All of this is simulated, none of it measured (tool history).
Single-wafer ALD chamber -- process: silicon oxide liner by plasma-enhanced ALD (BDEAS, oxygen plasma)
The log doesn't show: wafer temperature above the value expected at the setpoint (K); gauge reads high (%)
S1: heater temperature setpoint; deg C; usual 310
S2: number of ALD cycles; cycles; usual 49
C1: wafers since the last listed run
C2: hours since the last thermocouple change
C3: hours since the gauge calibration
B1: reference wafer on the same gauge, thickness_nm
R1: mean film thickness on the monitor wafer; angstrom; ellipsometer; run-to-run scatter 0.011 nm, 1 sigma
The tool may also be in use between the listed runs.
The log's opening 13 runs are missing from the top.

Run 14, hour 1018.1: usual settings but S1 316 deg C; C1 457; C2 1263.3; C3 2931.3; B1 3.818. Result: R1 44.70 angstrom.
Run 15, hour 1125.0: usual settings but S1 316 deg C; C1 997; C2 1370.2; C3 3038.2; B1 3.818. Result: R1 44.45 angstrom.
Run 16, hour 1181.0: usual settings but S2 44 cycles; C1 522; C2 1426.2; C3 3094.2; B1 3.820. Result: R1 40.50 angstrom.
Run 17, hour 1257.2: usual settings; C1 710; C2 1502.4; C3 3170.4; B1 3.820. Result: R1 44.88 angstrom.
Run 18, hour 1352.1: usual settings; C1 885; C2 1597.3; C3 3265.3; B1 3.821. Result: R1 45.24 angstrom.
Run 19, hour 1429.8: usual settings; C1 724; C2 1675.0; C3 3343.0; B1 3.817. Result: R1 45.11 angstrom.
Run 20, hour 1466.2: usual settings but S1 318 deg C; C1 339; C2 1711.4; C3 3379.4; B1 3.820. Result: R1 44.56 angstrom.
At hour 1503.1: gauge calibrated.
Run 21, hour 1569.6: usual settings but S2 45 cycles; C1 964; C2 1814.8; C3 66.5; B1 3.819. Result: R1 41.45 angstrom.
Run 22, hour 1671.2: usual settings but S2 45 cycles; C1 947; C2 1916.4; C3 168.1; B1 3.818. Result: R1 41.33 angstrom.
Run 23, hour 1964.5: usual settings; C1 2735; C2 2209.7; C3 461.4; B1 3.821. Result: R1 44.94 angstrom.
Run 24, hour 2164.1: usual settings but S1 323 deg C; C1 1861; C2 2409.3; C3 661.0; B1 3.818. Result: R1 44.17 angstrom.
Run 25, hour 2238.2: usual settings but S1 301 deg C, S2 46 cycles; C1 691; C2 2483.4; C3 735.1; B1 3.818. Result: R1 42.78 angstrom.
Run 26, hour 2288.9: usual settings but S2 56 cycles; C1 472; C2 2534.1; C3 785.8; B1 3.819. Result: R1 51.58 angstrom.

Predict the results of run 27:
Run 27, hour 2355.8: usual settings; C1 624; C2 2601.0; C3 852.7; B1 ?. Result: R1 ?.

B1: 3.822
R1: 44.74 angstrom
If the tool had no hidden condition, the same run with the same run-to-run variation would have returned R1 45.19 angstrom.

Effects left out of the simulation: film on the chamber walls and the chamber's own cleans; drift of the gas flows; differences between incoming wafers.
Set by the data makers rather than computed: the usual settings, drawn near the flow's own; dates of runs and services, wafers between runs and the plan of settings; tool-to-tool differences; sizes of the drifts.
